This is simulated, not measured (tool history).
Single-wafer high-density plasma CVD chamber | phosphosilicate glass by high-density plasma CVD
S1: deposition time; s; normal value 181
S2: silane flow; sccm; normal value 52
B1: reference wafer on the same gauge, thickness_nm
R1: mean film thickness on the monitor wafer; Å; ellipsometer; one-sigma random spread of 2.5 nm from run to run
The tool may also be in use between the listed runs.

Run 1, hour 0.0: usual settings; B1 1018.328. Result: R1 9286.51 Å.
Run 2, hour 74.7: usual settings; B1 1016.067. Result: R1 9323.69 Å.
Run 3, hour 94.8: usual settings; B1 1016.124. Result: R1 9317.68 Å.
Run 4, hour 126.0: usual settings but S1 164 s, S2 58 sccm; B1 1018.259. Result: R1 9440.61 Å.
Run 5, hour 152.8: usual settings but S1 164 s, S2 58 sccm; B1 1018.755. Result: R1 9428.89 Å.
Run 6, hour 181.4: usual settings but S1 164 s, S2 58 sccm; B1 1018.878. Result: R1 9426.96 Å.
Run 7, hour 205.3: usual settings but S1 168 s, S2 45 sccm; B1 1016.673. Result: R1 7481.46 Å.
Run 8, hour 237.2: usual settings but S1 194 s, S2 56 sccm; B1 1019.100. Result: R1 10772.86 Å.
Run 9, hour 252.9: usual settings but S1 194 s, S2 56 sccm; B1 1018.897. Result: R1 10741.07 Å.
At hour 283.4: gauge calibrated.
Run 10, hour 288.9: usual settings but S1 194 s, S2 56 sccm; B1 1017.689. Result: R1 10764.75 Å.
Run 11, hour 312.8: usual settings but S1 208 s; B1 1017.513. Result: R1 10650.50 Å.
Run 12, hour 339.3: usual settings but S1 164 s; B1 1018.061. Result: R1 8428.49 Å.
Run 13, hour 375.0: usual settings but S1 171 s, S2 48 sccm; B1 1017.226. Result: R1 8121.21 Å.
Run 14, hour 395.4: usual settings; B1 1018.177. Result: R1 9309.65 Å.
Run 15, hour 431.9: usual settings; B1 1017.969. Result: R1 9324.36 Å.
At hour 456.1: silane flow controller replaced.
Run 16, hour 456.6: usual settings; B1 1017.764. Result: R1 9822.93 Å.
Run 17, hour 475.6: usual settings but S1 215 s, S2 46 sccm; B1 1017.481. Result: R1 10247.47 Å.
Run 18, hour 511.2: usual settings but S1 207 s; B1 1016.903. Result: R1 11139.53 Å.

Estimate the outcome of run 19 from the log above:
Run 19, hour 524.7: usual settings but S1 153 s, S2 43 sccm; B1 ?. Result: R1 ?.

For run 19 the tool returned B1 1018.321, R1 6845.86 Å.
On a tool with no hidden condition, and with the same random variation, this run would have come out at R1 6884.80 Å.

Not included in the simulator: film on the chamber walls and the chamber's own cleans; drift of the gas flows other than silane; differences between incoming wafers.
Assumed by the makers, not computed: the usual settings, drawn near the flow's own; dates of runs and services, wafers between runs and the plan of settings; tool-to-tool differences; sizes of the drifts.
